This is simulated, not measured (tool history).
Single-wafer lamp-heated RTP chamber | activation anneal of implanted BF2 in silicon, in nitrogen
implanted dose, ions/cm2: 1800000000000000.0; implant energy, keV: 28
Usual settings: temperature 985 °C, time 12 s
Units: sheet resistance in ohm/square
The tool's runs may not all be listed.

run	hour	temperature	time	wafers since the last listed run	wafers since the last pyrometer calibration	wafers since the reflector plate was cleaned	hours since the gauge calibration	read-back reference wafer on the same gauge, sheet resistance	sheet resistance
1	0	985	12	0	1303	10943	79	164.03	149.34
2	6.3	985	12	126	1429	11070	85.3	164.24	150.17
3	17.2	973	16	218	1648	11289	96.2	163.87	158.2
4	31.7	973	16	291	1939	11580	110.7	163.96	157.64
5	44.4	985	10	255	2194	11835	123.4	164.05	150.84
# hour 61.5: pyrometer window cleaned and pyrometer calibrated
6	62	985	10	192	9	12028	141	164.01	151
7	74.3	985	12	246	256	12275	153.3	164.12	148.09
8	83.8	985	12	190	447	12465	162.8	164.18	148.84
9	96.4	972	12	253	700	12718	175.4	163.94	160.87
10	107.6	985	12	224	925	12943	186.6	164.1	149.16
11	114.6	985	9	140	1065	13084	193.6	163.92	151.34
12	159.4	985	9	899	1965	13984	238.4	164.21	151.56
13	170.3	985	9	218	2184	14202	249.3	163.93	152.31
# hour 185.7: pyrometer window cleaned and pyrometer calibrated
14	186.2	1003	12	158	10	14361	265.2	164.09	130.88
15	186.6	1003	12	8	18	14369	265.6	164	131.54
16	197.2	985	12	212	231	14582	276.2	163.77	149.26
17	211	979	12	277	508	14859	290	164.46	153.4
18	228.6	979	12	353	861	15212	307.6	163.84	153.3
19	242.5	985	17	279	1140	15492	321.5	164.27	142.04
20	259.3	974	8	337	1478	15829	338.3	163.95	164.11
# hour 271.5: reflector plate cleaned
21	274.9	996	5	152	1630	69	353.9	164.18	145.06
22	282.7	974	9	156	1787	225	361.7	164.02	157.14
# hour 292.3: gauge calibrated
# hour 301.6: pyrometer window cleaned and pyrometer calibrated
23	305.7	1000	12	301	82	527	13.4	164.01	130.19
24	322.5	985	12	337	419	864	30.2	163.9	143.27
25	338.6	985	12	323	743	1187	46.3	163.85	142.14
26	351.8	975	12	265	1008	1452	59.5	164.11	153.16
# hour 367.4: reflector plate cleaned, repeated, since the last time left the tool worse
27	367.9	985	12	162	1170	11	75.6	164.13	153.1
28	376.9	994	18	180	1351	191	84.6	163.85	136.58
29	390.5	985	12	273	1624	464	98.2	164.33	153.46
30	398.3	994	12	156	1781	621	106	163.72	143.35
# hour 428.8: pyrometer window cleaned and pyrometer calibrated
31	438.1	985	15	638	187	1260	145.8	164.03	149.51
32	448.3	985	12	204	392	1464	156	163.91	153.48
33	459.1	985	12	216	609	1681	166.8	163.93	151.53
34	467.5	994	8	168	777	1850	175.2	163.96	146.88
35	510.2	955	12	857	1635	2707	217.9	163.75	184.35
36	518.7	971	15	170	1805	2878	226.4	164.42	164.21
37	535	959	18	327	2133	3205	242.7	164.16	174.15

4 ways to go on from here, each from the tool as it stands after run 37. What would each give?
A	535.4	985	5	8	2141	3213	243.1	?	?
B	535.4	956	15	8	2141	3213	243.1	?	?
C	535.4	961	10	8	2141	3213	243.1	?	?
D	535.4	1006	16	8	2141	3213	243.1	?	?

run	read-back reference wafer on the same gauge, sheet resistance	sheet resistance
A	164.02	160.54
B	164.02	181.34
C	164.02	179.33
D	164.02	126.81
Without the tool's hidden state the same runs would have given:
run	sheet resistance
A	162.51
B	184.04
C	181.82
D	128.79
